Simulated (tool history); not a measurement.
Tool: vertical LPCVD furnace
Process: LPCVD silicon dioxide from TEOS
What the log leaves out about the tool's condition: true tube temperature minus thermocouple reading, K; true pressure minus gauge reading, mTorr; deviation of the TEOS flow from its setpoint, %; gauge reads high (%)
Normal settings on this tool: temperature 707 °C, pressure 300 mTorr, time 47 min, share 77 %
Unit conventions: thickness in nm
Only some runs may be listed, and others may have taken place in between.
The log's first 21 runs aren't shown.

run,hour,temperature,pressure,time,share,wafers since the last listed run,hours since the last temperature calibration,hours since the pressure gauge was zeroed,hours since the TEOS flow controller was replaced,hours since the gauge calibration,"read-back reference wafer on the same gauge, thickness",thickness
22,1188.8,696,300,32.5,77,507,783.4,145,1090.1,616.6,471.17,238.09
23,1251.8,696,250,31.5,77,1090,846.4,208,1153.1,679.6,471.2,210.01
24,1319.1,707,300,47,77,1164,913.7,275.3,1220.4,746.9,470.97,446.04
25,1386.3,699,300,47,77,1163,980.9,342.5,1287.6,814.1,471.02,370.82
26,1437.4,707,300,47,89,884,1032,393.6,1338.7,865.2,470.7,478.52
27,1509.3,707,300,35.5,88,1244,1103.9,465.5,1410.6,937.1,471.22,361.18
28,1558.6,699,300,47,77,853,1153.2,514.8,1459.9,986.4,470.88,371.98
29,1592,707,300,32,77,578,1186.6,548.2,1493.3,1019.8,470.95,305.42
30,1620.5,713,300,47,77,493,1215.1,576.7,1521.8,1048.3,470.83,513.05
31,1666.7,707,240,35,77,799,1261.3,622.9,1568,1094.5,470.94,298.37

Predict each of these 4 candidate next runs independently; none follows another, all start after run 31:
A,1671.4,707,300,47,77,81,1266,627.6,1572.7,1099.2,?,?
B,1671.4,707,300,47,84,81,1266,627.6,1572.7,1099.2,?,?
C,1671.4,703,255,41.5,83,81,1266,627.6,1572.7,1099.2,?,?
D,1671.4,707,270,59,65,81,1266,627.6,1572.7,1099.2,?,?

run,"read-back reference wafer on the same gauge, thickness",thickness
A,471.14,448.63
B,471.14,468.58
C,471.14,346
D,471.14,490.99
Take away the tool's hidden state, keep each run's random variation, and the runs would have read:
run,thickness
A,440.61
B,460.2
C,339.64
D,482.11

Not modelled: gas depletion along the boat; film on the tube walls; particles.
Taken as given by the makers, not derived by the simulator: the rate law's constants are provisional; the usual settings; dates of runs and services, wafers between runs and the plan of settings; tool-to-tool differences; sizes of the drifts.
